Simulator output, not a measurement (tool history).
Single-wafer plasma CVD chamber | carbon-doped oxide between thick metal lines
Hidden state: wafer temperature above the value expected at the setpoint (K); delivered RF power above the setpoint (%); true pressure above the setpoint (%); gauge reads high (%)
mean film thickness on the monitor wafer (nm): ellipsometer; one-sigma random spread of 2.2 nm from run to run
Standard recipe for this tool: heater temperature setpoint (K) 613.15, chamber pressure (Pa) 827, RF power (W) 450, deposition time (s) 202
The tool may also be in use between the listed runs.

| run | hour | heater temperature setpoint (K) | chamber pressure (Pa) | RF power (W) | deposition time (s) | wafers since the last listed run | hours since the last thermocouple change | hours since the last RF generator calibration | hours since the last manometer calibration | hours since the showerhead was replaced | hours since the gauge calibration | read-back reference wafer on the same gauge, thickness_nm | mean film thickness on the monitor wafer (nm) |
|---|---|---|---|---|---|---|---|---|---|---|---|---|---|
| 1 | 0 | 613.15 | 827 | 450 | 202 | 0 | 1308.6 | 1953.5 | 82 | 5680.2 | 160.6 | 789.541 | 950.862 |
| 2 | 78.3 | 613.15 | 827 | 450 | 202 | 495 | 1386.9 | 2031.8 | 160.3 | 5758.5 | 238.9 | 788.916 | 950.442 |
| 3 | 119.7 | 613.15 | 827 | 450 | 202 | 261 | 1428.3 | 2073.2 | 201.7 | 5799.9 | 280.3 | 789.339 | 952.536 |
| 4 | 164.7 | 613.15 | 683 | 450 | 202 | 284 | 1473.3 | 2118.2 | 246.7 | 5844.9 | 325.3 | 790.76 | 934.692 |
| 5 | 202.3 | 613.15 | 683 | 450 | 202 | 237 | 1510.9 | 2155.8 | 284.3 | 5882.5 | 362.9 | 789.6 | 936.64 |
| 6 | 305.9 | 613.15 | 827 | 490 | 202 | 655 | 1614.5 | 2259.4 | 387.9 | 5986.1 | 466.5 | 790.127 | 1006.417 |
| 7 | 385.6 | 613.15 | 827 | 490 | 202 | 504 | 1694.2 | 2339.1 | 467.6 | 6065.8 | 546.2 | 789.943 | 1006.52 |
| 8 | 475.2 | 623.15 | 827 | 450 | 202 | 566 | 1783.8 | 2428.7 | 557.2 | 6155.4 | 635.8 | 790.069 | 930.863 |
| 9 | 539.8 | 623.15 | 827 | 450 | 202 | 408 | 1848.4 | 2493.3 | 621.8 | 6220 | 700.4 | 790.377 | 931.612 |
|  | 564.9 | RF generator calibrated |
| 10 | 678.9 | 613.15 | 827 | 450 | 202 | 829 | 1987.5 | 114 | 760.9 | 6359.1 | 839.5 | 790.308 | 950.608 |
| 11 | 772.7 | 613.15 | 729 | 490 | 188 | 593 | 2081.3 | 207.8 | 854.7 | 6452.9 | 933.3 | 789.97 | 924.289 |
| 12 | 858 | 602.15 | 1007 | 420 | 202 | 539 | 2166.6 | 293.1 | 940 | 6538.2 | 1018.6 | 789.675 | 935.85 |
| 13 | 930.6 | 613.15 | 827 | 450 | 232 | 459 | 2239.2 | 365.7 | 1012.6 | 6610.8 | 1091.2 | 790.112 | 1089.68 |
|  | 996.3 | showerhead replaced |
|  | 1032.4 | thermocouple changed; heater temperature recalibrated |
|  | 1040.2 | capacitance manometer re-zeroed and calibrated |
| 14 | 1040.7 | 613.15 | 683 | 450 | 202 | 546 | 8.3 | 475.8 | 0.5 | 44.4 | 1201.3 | 790.025 | 946.884 |
|  | 1072.1 | gauge calibrated |
| 15 | 1084.2 | 617.15 | 827 | 450 | 228 | 275 | 51.8 | 519.3 | 44 | 87.9 | 12.1 | 790.78 | 1077.939 |
| 16 | 1135.5 | 608.15 | 827 | 450 | 202 | 324 | 103.1 | 570.6 | 95.3 | 139.2 | 63.4 | 790.422 | 975.096 |
| 17 | 1238.9 | 613.15 | 827 | 450 | 202 | 654 | 206.5 | 674 | 198.7 | 242.6 | 166.8 | 789.52 | 961.904 |
| 18 | 1292.4 | 613.15 | 741 | 450 | 202 | 338 | 260 | 727.5 | 252.2 | 296.1 | 220.3 | 789.161 | 951.646 |
| 19 | 1337.8 | 603.15 | 827 | 450 | 219 | 287 | 305.4 | 772.9 | 297.6 | 341.5 | 265.7 | 790.211 | 1065.239 |
| 20 | 1393.8 | 613.15 | 827 | 530 | 234 | 354 | 361.4 | 828.9 | 353.6 | 397.5 | 321.7 | 789.482 | 1235.083 |
| 21 | 1450.8 | 613.15 | 827 | 505 | 202 | 360 | 418.4 | 885.9 | 410.6 | 454.5 | 378.7 | 789.493 | 1034.008 |

Take each entry between the runs: how does the hidden state at the last listed run before it differ from the hidden state at the first listed run after it?
In the gap between runs 9 and 10: RF generator calibrated (hour 564.9)
  wafer temperature above the value expected at the setpoint (K): 5.72 -> 5.8
  measured value less the no-hidden-state value, mean film thickness on the monitor wafer (nm): -11.834 -> -13.291
In the gap between runs 13 and 14: showerhead replaced (hour 996.3); thermocouple changed; heater temperature recalibrated (hour 1032.4); capacitance manometer re-zeroed and calibrated (hour 1040.2)
  wafer temperature above the value expected at the setpoint (K): 5.91 -> 0.0724
  measured value less the no-hidden-state value, mean film thickness on the monitor wafer (nm): -15.527 -> -0.165
In the gap between runs 14 and 15: gauge calibrated (hour 1072.1)
  wafer temperature above the value expected at the setpoint (K): 0.0724 -> 0.449
  measured value less the no-hidden-state value, mean film thickness on the monitor wafer (nm): -0.165 -> -1.153

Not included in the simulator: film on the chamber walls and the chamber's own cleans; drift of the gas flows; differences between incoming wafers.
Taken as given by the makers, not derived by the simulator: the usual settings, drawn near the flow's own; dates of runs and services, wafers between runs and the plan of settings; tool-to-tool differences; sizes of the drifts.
